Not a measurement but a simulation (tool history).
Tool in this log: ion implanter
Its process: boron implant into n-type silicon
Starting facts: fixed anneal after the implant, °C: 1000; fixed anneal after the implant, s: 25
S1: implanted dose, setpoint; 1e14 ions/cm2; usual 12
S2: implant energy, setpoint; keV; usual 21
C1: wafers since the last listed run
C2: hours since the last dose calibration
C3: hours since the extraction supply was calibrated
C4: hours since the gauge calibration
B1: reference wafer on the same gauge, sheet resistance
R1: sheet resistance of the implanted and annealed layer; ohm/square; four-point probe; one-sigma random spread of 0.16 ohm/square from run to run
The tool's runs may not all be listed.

run 1 hour=0 | S1=14.4 S2=21 | C1=0 C2=1060.4 C3=2581.3 C4=112.3 | B1=112 | R1=93.69
run 2 hour=35.8 | S1=14.4 S2=21 | C1=704 C2=1096.2 C3=2617.1 C4=148.1 | B1=112.01 | R1=93.66
run 3 hour=59.3 | S1=12 S2=21 | C1=462 C2=1119.7 C3=2640.6 C4=171.6 | B1=112.02 | R1=106.37
run 4 hour=89 | S1=12 S2=21 | C1=584 C2=1149.4 C3=2670.3 C4=201.3 | B1=112.03 | R1=106.06
run 5 hour=106.4 | S1=12 S2=21 | C1=342 C2=1166.8 C3=2687.7 C4=218.7 | B1=111.99 | R1=106.24
-- hour=120.1 Faraday cup replaced and dose calibrated
run 6 hour=137.3 | S1=12 S2=21 | C1=450 C2=17.2 C3=2718.6 C4=249.6 | B1=112.02 | R1=108.57
-- hour=165.9 extraction supply calibrated
run 7 hour=166.4 | S1=12 S2=21 | C1=414 C2=46.3 C3=0.5 C4=278.7 | B1=111.98 | R1=108.49
run 8 hour=198.2 | S1=12 S2=25 | C1=625 C2=78.1 C3=32.3 C4=310.5 | B1=111.98 | R1=106.52
-- hour=211.8 gauge calibrated
run 9 hour=224.4 | S1=14.97 S2=16.5 | C1=515 C2=104.3 C3=58.5 C4=12.6 | B1=112 | R1=97.26
run 10 hour=240.5 | S1=13.23 S2=26 | C1=316 C2=120.4 C3=74.6 C4=28.7 | B1=112.02 | R1=98.32
run 11 hour=255 | S1=10.81 S2=23.5 | C1=285 C2=134.9 C3=89.1 C4=43.2 | B1=112.01 | R1=115.92
run 12 hour=280.6 | S1=9.43 S2=15.5 | C1=503 C2=160.5 C3=114.7 C4=68.8 | B1=112.01 | R1=135.36
run 13 hour=315.2 | S1=14.3 S2=24 | C1=680 C2=195.1 C3=149.3 C4=103.4 | B1=111.97 | R1=93.36
run 14 hour=335.2 | S1=12 S2=21 | C1=393 C2=215.1 C3=169.3 C4=123.4 | B1=112.01 | R1=108.36

Forecast each of these 5 alternatives for the next run:
run A hour=335.6 | S1=13.72 S2=21 | C1=7 C2=215.5 C3=169.7 C4=123.8 | B1=? | R1=?
run B hour=335.6 | S1=10.26 S2=27 | C1=7 C2=215.5 C3=169.7 C4=123.8 | B1=? | R1=?
run C hour=335.6 | S1=8.91 S2=21 | C1=7 C2=215.5 C3=169.7 C4=123.8 | B1=? | R1=?
run D hour=335.6 | S1=9.34 S2=14 | C1=7 C2=215.5 C3=169.7 C4=123.8 | B1=? | R1=?
run E hour=335.6 | S1=15.59 S2=27 | C1=7 C2=215.5 C3=169.7 C4=123.8 | B1=? | R1=?

run=A B1=112.01 R1=98.38
run=B B1=112.01 R1=119.94
run=C B1=112.01 R1=137.53
run=D B1=112.01 R1=138.29
run=E B1=112.01 R1=86.86
Had the tool no hidden state, the same runs would have come out as:
run=A R1=98.71
run=B R1=120.41
run=C R1=138.07
run=D R1=138.79
run=E R1=87.15
